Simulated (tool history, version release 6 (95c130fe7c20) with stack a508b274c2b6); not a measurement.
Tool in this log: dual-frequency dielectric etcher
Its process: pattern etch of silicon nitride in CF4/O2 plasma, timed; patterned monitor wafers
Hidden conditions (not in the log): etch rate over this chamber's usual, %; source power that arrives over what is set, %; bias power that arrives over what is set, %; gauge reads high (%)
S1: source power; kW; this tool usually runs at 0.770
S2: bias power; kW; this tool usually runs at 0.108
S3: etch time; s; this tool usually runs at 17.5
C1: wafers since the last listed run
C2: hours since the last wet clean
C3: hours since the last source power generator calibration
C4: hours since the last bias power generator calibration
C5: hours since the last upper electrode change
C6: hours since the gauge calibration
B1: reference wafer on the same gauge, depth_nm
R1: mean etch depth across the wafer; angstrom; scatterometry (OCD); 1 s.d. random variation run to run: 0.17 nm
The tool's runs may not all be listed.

| run | day | S1 | S2 | S3 | C1 | C2 | C3 | C4 | C5 | C6 | B1 | R1 |
|---|---|---|---|---|---|---|---|---|---|---|---|---|
| 1 | 0.000 | 0.770 | 0.128 | 17.5 | 0 | 398.7 | 1454.8 | 2487.1 | 4385.5 | 1823.8 | 38.79 | 424.5 |
| 2 | 4.079 | 0.770 | 0.108 | 17.5 | 1013 | 496.6 | 1552.7 | 2585.0 | 4483.4 | 1921.7 | 38.83 | 392.7 |
|  | 10.258 | wet clean of the chamber |
|  | 12.967 | bias power generator calibrated |
|  | 13.167 | upper electrode replaced |
| 3 | 13.667 | 0.770 | 0.108 | 17.5 | 2040 | 81.8 | 1782.8 | 16.8 | 12.0 | 2151.8 | 38.80 | 384.2 |
| 4 | 16.342 | 0.770 | 0.108 | 17.5 | 664 | 146.0 | 1847.0 | 81.0 | 76.2 | 2216.0 | 38.83 | 386.2 |
| 5 | 19.317 | 0.770 | 0.108 | 17.5 | 738 | 217.4 | 1918.4 | 152.4 | 147.6 | 2287.4 | 38.75 | 383.6 |
| 6 | 23.554 | 0.770 | 0.108 | 17.5 | 1052 | 319.1 | 2020.1 | 254.1 | 249.3 | 2389.1 | 38.88 | 386.8 |
| 7 | 25.775 | 0.850 | 0.108 | 17.5 | 551 | 372.4 | 2073.4 | 307.4 | 302.6 | 2442.4 | 38.84 | 409.1 |
| 8 | 29.779 | 0.850 | 0.108 | 17.5 | 994 | 468.5 | 2169.5 | 403.5 | 398.7 | 2538.5 | 38.80 | 410.0 |
| 9 | 32.679 | 0.840 | 0.108 | 19.0 | 720 | 538.1 | 2239.1 | 473.1 | 468.3 | 2608.1 | 38.80 | 439.1 |
| 10 | 36.133 | 0.710 | 0.108 | 17.5 | 857 | 621.0 | 2322.0 | 556.0 | 551.2 | 2691.0 | 38.77 | 370.0 |
| 11 | 38.754 | 0.590 | 0.132 | 17.5 | 650 | 683.9 | 2384.9 | 618.9 | 614.1 | 2753.9 | 38.77 | 367.3 |
|  | 39.838 | wet clean of the chamber |
| 12 | 40.304 | 0.770 | 0.108 | 12.5 | 136 | 11.2 | 2422.1 | 656.1 | 651.3 | 2791.1 | 38.79 | 277.2 |
| 13 | 44.350 | 0.770 | 0.108 | 17.5 | 1004 | 108.3 | 2519.2 | 753.2 | 748.4 | 2888.2 | 38.85 | 385.6 |
| 14 | 48.146 | 0.840 | 0.101 | 17.5 | 942 | 199.4 | 2610.3 | 844.3 | 839.5 | 2979.3 | 38.86 | 395.8 |
|  | 48.554 | gauge calibrated |
| 15 | 49.988 | 0.770 | 0.108 | 17.5 | 457 | 243.6 | 2654.5 | 888.5 | 883.7 | 34.4 | 38.76 | 388.3 |
| 16 | 60.150 | 0.770 | 0.108 | 17.5 | 2523 | 487.5 | 2898.4 | 1132.4 | 1127.6 | 278.3 | 38.80 | 390.4 |
| 17 | 62.975 | 0.680 | 0.108 | 17.5 | 701 | 555.3 | 2966.2 | 1200.2 | 1195.4 | 346.1 | 38.76 | 359.9 |
| 18 | 65.746 | 0.840 | 0.117 | 17.5 | 688 | 621.8 | 3032.7 | 1266.7 | 1261.9 | 412.6 | 38.71 | 422.3 |
|  | 69.096 | wet clean of the chamber |
| 19 | 69.117 | 0.770 | 0.108 | 19.5 | 588 | 0.5 | 3113.6 | 1347.6 | 1342.8 | 493.5 | 38.79 | 433.7 |
|  | 71.046 | source power generator calibrated |
| 20 | 72.700 | 0.770 | 0.108 | 21.0 | 848 | 86.5 | 39.7 | 1433.6 | 1428.8 | 579.5 | 38.86 | 468.8 |
| 21 | 75.292 | 0.770 | 0.108 | 17.5 | 643 | 148.7 | 101.9 | 1495.8 | 1491.0 | 641.7 | 38.72 | 391.9 |
| 22 | 78.938 | 0.770 | 0.108 | 15.0 | 905 | 236.2 | 189.4 | 1583.3 | 1578.5 | 729.2 | 38.81 | 332.0 |
| 23 | 83.092 | 0.680 | 0.117 | 14.0 | 1031 | 335.9 | 289.1 | 1683.0 | 1678.2 | 828.9 | 38.83 | 300.4 |
| 24 | 84.888 | 0.920 | 0.082 | 21.5 | 445 | 379.0 | 332.2 | 1726.1 | 1721.3 | 872.0 | 38.78 | 471.3 |
| 25 | 88.146 | 0.770 | 0.091 | 20.0 | 809 | 457.2 | 410.4 | 1804.3 | 1799.5 | 950.2 | 38.79 | 412.4 |
| 26 | 89.812 | 0.770 | 0.108 | 21.0 | 413 | 497.2 | 450.4 | 1844.3 | 1839.5 | 990.2 | 38.80 | 465.5 |
| 27 | 93.371 | 0.770 | 0.098 | 17.5 | 883 | 582.6 | 535.8 | 1929.7 | 1924.9 | 1075.6 | 38.71 | 373.8 |
|  | 94.512 | wet clean of the chamber |
| 28 | 95.738 | 0.770 | 0.128 | 20.5 | 339 | 29.4 | 592.6 | 1986.5 | 1981.7 | 1132.4 | 38.81 | 488.5 |
| 29 | 101.304 | 0.770 | 0.108 | 17.5 | 1382 | 163.0 | 726.2 | 2120.1 | 2115.3 | 1266.0 | 38.82 | 392.2 |
| 30 | 104.162 | 0.770 | 0.083 | 17.5 | 709 | 231.6 | 794.8 | 2188.7 | 2183.9 | 1334.6 | 38.84 | 350.1 |

The tool's hidden state at each run:
etch rate over this chamber's usual, %: 0, the same for each run
source power that arrives over what is set, %: 0, the same for each run
gauge reads high (%): 0, the same for each run
H1: bias power that arrives over what is set, %
| run | H1 |
|---|---|
| 1 | 4.02 |
| 2 | 4.17 |
| 3 | -0.464 |
| 4 | -0.366 |
| 5 | -0.257 |
| 6 | -0.101 |
| 7 | -0.0198 |
| 8 | 0.127 |
| 9 | 0.234 |
| 10 | 0.36 |
| 11 | 0.457 |
| 12 | 0.514 |
| 13 | 0.662 |
| 14 | 0.802 |
| 15 | 0.869 |
| 16 | 1.24 |
| 17 | 1.35 |
| 18 | 1.45 |
| 19 | 1.57 |
| 20 | 1.7 |
| 21 | 1.8 |
| 22 | 1.93 |
| 23 | 2.08 |
| 24 | 2.15 |
| 25 | 2.27 |
| 26 | 2.33 |
| 27 | 2.46 |
| 28 | 2.55 |
| 29 | 2.75 |
| 30 | 2.86 |
